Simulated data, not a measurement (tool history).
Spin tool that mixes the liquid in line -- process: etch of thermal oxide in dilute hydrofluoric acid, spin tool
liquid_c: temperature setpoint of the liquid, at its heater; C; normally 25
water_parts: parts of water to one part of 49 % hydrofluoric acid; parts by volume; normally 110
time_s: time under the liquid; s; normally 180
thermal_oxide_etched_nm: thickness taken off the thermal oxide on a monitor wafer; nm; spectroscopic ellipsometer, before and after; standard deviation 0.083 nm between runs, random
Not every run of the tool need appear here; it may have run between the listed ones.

run	hour	liquid_c	water_parts	time_s	wafers since the last listed run	hours since the thermometer was replaced	hours since the hydrofluoric acid flow meter was replaced	hours since the gauge calibration	read-back film thickness of the thermal oxide reference wafer, read on the same gauge (nm)	thermal_oxide_etched_nm
1	0	25	110	130	0	154.8	414.2	941.1	120.01	6.24
2	53	23	110	215	501	207.8	467.2	994.1	119.97	9.58
3	107.7	23	110	215	517	262.5	521.9	1048.8	119.97	9.35
4	143.1	23	110	215	334	297.9	557.3	1084.2	120.02	9.47
5	201.8	23	110	180	555	356.6	616	1142.9	120.01	7.84
6	238.3	23	110	180	345	393.1	652.5	1179.4	119.99	8.09
7	281.7	25	110	180	410	436.5	695.9	1222.8	120.02	8.64
8	310.5	25	110	180	272	465.3	724.7	1251.6	119.97	8.64
9	370.2	25	130	180	564	525	784.4	1311.3	120	7.05
10	424.9	25	130	180	517	579.7	839.1	1366	119.98	7.02
11	471.1	29	70	180	436	625.9	885.3	1412.2	119.96	16.46
12	500.7	29	70	180	279	655.5	914.9	1441.8	119.99	16.41
13	542.9	29	70	180	399	697.7	957.1	1484	120	16.26
14	723.5	29	110	100	1707	878.3	1137.7	1664.6	120.01	5.46
15	763.3	25	110	180	376	918.1	1177.5	1704.4	119.98	8.4
16	804.2	25	80	240	386	959	1218.4	1745.3	120.01	15.76
# hour 832: gauge calibrated
# hour 838.1: thermometer replaced
17	862.1	20	150	290	538	24	1276.3	30.1	119.98	8.22
18	923.4	25	110	275	579	85.3	1337.6	91.4	119.98	13.41
19	960.4	29.5	135	80	349	122.3	1374.6	128.4	119.97	3.64
20	992.3	25	110	180	301	154.2	1406.5	160.3	120.01	8.74
21	1026.4	27.5	85	220	322	188.3	1440.6	194.4	119.99	15.58
22	1084.5	23.5	110	180	549	246.4	1498.7	252.5	120.02	8.1
# hour 1093.6: hydrofluoric acid flow meter replaced
23	1152.4	25	110	180	632	314.3	58.8	320.4	120.05	8.7
24	1209.3	20.5	110	135	538	371.2	115.7	377.3	120.02	5.35
25	1240	25	150	120	290	401.9	146.4	408	119.99	3.99
26	1285.3	20.5	130	110	428	447.2	191.7	453.3	120.03	3.62
27	1350.4	25	110	180	615	512.3	256.8	518.4	120.01	8.51
28	1413.9	25	160	120	600	575.8	320.3	581.9	120.01	3.71
29	1482.7	29.5	80	180	650	644.6	389.1	650.7	119.99	14.49

Predict the results of run 30:
30	1549.6	25	110	180	632	711.5	456	717.6	?	?

{"run 30": {"read-back film thickness of the thermal oxide reference wafer, read on the same gauge (nm)": 120.02, "thermal_oxide_etched_nm": 8.56}}
Without the tool's hidden state the same run would have given thermal_oxide_etched_nm 8.89 nm.
